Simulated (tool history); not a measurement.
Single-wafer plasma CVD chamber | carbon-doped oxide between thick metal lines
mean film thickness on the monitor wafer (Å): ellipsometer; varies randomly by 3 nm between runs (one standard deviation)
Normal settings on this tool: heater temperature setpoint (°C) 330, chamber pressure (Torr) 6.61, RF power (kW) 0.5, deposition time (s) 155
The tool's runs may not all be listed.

run    hour  heater temperature setpoint (°C)  chamber pressure (Torr)  RF power (kW)  deposition time (s)  read-back reference wafer on the same gauge, thickness_nm  mean film thickness on the monitor wafer (Å)
  1       0                               330                     6.61           0.43                  166                                                    900.895                                       8150.36
  2    62.8                               330                     6.61            0.5                  155                                                    901.175                                       8220.79
  3   165.8                               330                     6.61            0.5                  155                                                    900.332                                        8184.7
  4   205.9                               330                     6.61            0.5                  155                                                      900.8                                        8234.8
  5   268.8                               336                     6.61            0.5                  155                                                    901.115                                       8029.22
  6   340.9                               336                     6.61            0.5                  155                                                    900.266                                       8109.11
  7   412.5                               330                     6.61            0.5                  141                                                    901.374                                       7438.03
  8   519.8                               330                     6.61            0.5                  141                                                    900.953                                       7426.81
  9   578.9                               330                     6.61            0.5                  141                                                    900.898                                       7385.63
 10   644.9                               319                     6.61            0.5                  155                                                    900.446                                       8456.95
 11   684.6                               319                     6.61            0.5                  155                                                    901.197                                       8403.27
 12   735.2                               330                     6.61          0.595                  180                                                    900.801                                      10323.03
 13   837.6                               324                     6.61          0.425                  155                                                    900.313                                       7642.29
 14   881.6                               330                     6.61            0.5                  155                                                    900.774                                       8143.47
 15   971.1                               340                     7.11           0.41                  155                                                    901.079                                       7170.15
 16    1059                               342                     7.55           0.45                  176                                                    901.191                                       8575.53
 17  1111.6                               330                      7.8            0.5                  155                                                    900.588                                       8292.35
     1143.5  -- RF generator calibrated
     1151.5  -- thermocouple changed; heater temperature recalibrated
 18  1219.1                               340                     6.61            0.5                  155                                                    901.114                                       8170.43
     1242.6  -- gauge calibrated
 19  1260.2                               330                     5.45            0.5                  170                                                    900.759                                        8950.8
     1364.6  -- showerhead replaced
 20  1365.5                               337                     5.83            0.5                  155                                                    900.665                                       8034.02
 21  1438.4                               330                     6.61            0.5                  155                                                    900.894                                       8350.58
     1480.7  -- capacitance manometer re-zeroed and calibrated
 22  1542.1                               330                     5.94            0.5                  155                                                    900.351                                       8224.47
 23  1607.8                               345                     6.61            0.5                  155                                                    901.258                                       7911.58
 24  1679.1                               330                     6.61            0.5                  155                                                    900.893                                       8279.91
 25  1774.7                               330                      8.2           0.57                  184                                                    901.037                                      10591.56
 26  1881.2                               330                     6.61            0.5                  155                                                    900.925                                       8243.73
 27  2008.5                               339                     8.25           0.59                  163                                                    900.592                                       9240.38
 28  2071.9                               326                     7.73            0.5                  155                                                    901.153                                       8398.43
 29  2177.7                               344                     6.61           0.42                  155                                                    900.689                                       7156.62

Per-run results on a tool with no hidden state, each run keeping its own random variation:
Hidden conditions of the tool in this case: wafer temperature above the value expected at the setpoint (K); delivered RF power above the setpoint (%); true pressure above the setpoint (%); gauge reads high (%).
run  mean film thickness on the monitor wafer (Å)
  1                                       8440.27
  2                                       8478.47
  3                                       8450.67
  4                                       8505.81
  5                                       8298.37
  6                                       8386.21
  7                                       7696.62
  8                                       7690.98
  9                                       7651.31
 10                                       8764.72
 11                                       8711.07
 12                                      10687.75
 13                                       7975.42
 14                                       8450.15
 15                                       7487.78
 16                                       8944.08
 17                                       8612.44
 18                                       8234.61
 19                                       9036.31
 20                                       8143.14
 21                                       8485.17
 22                                       8384.02
 23                                       8080.06
 24                                       8472.06
 25                                      10855.07
 26                                       8473.53
 27                                       9508.55
 28                                       8662.32
 29                                       7432.15
